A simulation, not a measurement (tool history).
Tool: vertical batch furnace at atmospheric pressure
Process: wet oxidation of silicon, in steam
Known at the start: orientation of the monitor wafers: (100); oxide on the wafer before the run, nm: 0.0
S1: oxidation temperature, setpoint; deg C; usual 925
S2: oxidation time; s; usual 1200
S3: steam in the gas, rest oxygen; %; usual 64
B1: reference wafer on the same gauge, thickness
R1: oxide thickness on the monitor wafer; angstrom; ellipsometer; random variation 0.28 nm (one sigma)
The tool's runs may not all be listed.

run    hour   S1    S2  S3     B1      R1
  1       0  925  1200  64  58.17   503.8
  2    46.1  925  1200  64  58.22   512.4
  3   133.6  925  1200  64  58.19   506.4
  4   185.6  925  1200  64  58.18   511.2
  5   221.9  925  1200  64   58.2   504.9
  6   325.9  925  1200  64  58.14   503.2
  7   367.7  925  1200  64  58.22     503
  8   466.5  925  1200  64  58.19     505
  9   556.1  925  1200  70  58.25   551.2
        626  -- thermocouples replaced and temperature profile calibrated
 10     657  925  1200  70  58.19   549.8
 11   709.2  946   630  59  58.22   332.3
      796.5  -- gauge calibrated
 12   809.1  925  1200  53  58.19   420.3
 13   853.2  944   870  64  58.18     474
      908.4  -- steam generator serviced
 14   908.9  905  1500  67  58.18   536.7
 15   959.6  941   870  64  58.25   492.8
 16  1021.9  925  1200  53  58.21   454.3
 17  1118.1  925  1200  53  58.24     449
 18  1222.7  946  1620  75  58.13  1062.8
 19  1287.1  936   990  64   58.2   508.7
 20  1365.9  932  1200  70  58.21   640.2
 21  1431.5  925   720  64  58.17   325.6

4 ways to go on from here, each from the tool as it stands after run 21. What would each give?
  A  1435.4  925  1200  75   ?   ?
  B  1435.4  925   600  54   ?   ?
  C  1435.4  925   930  57   ?   ?
  D  1435.4  933   630  58   ?   ?

run     B1     R1
  A  58.22  615.4
  B  58.22  230.3
  C  58.22  371.4
  D  58.22  288.3
Without the tool's hidden state the same runs would have given:
run     R1
  A  646.2
  B  242.2
  C  390.4
  D  303.1
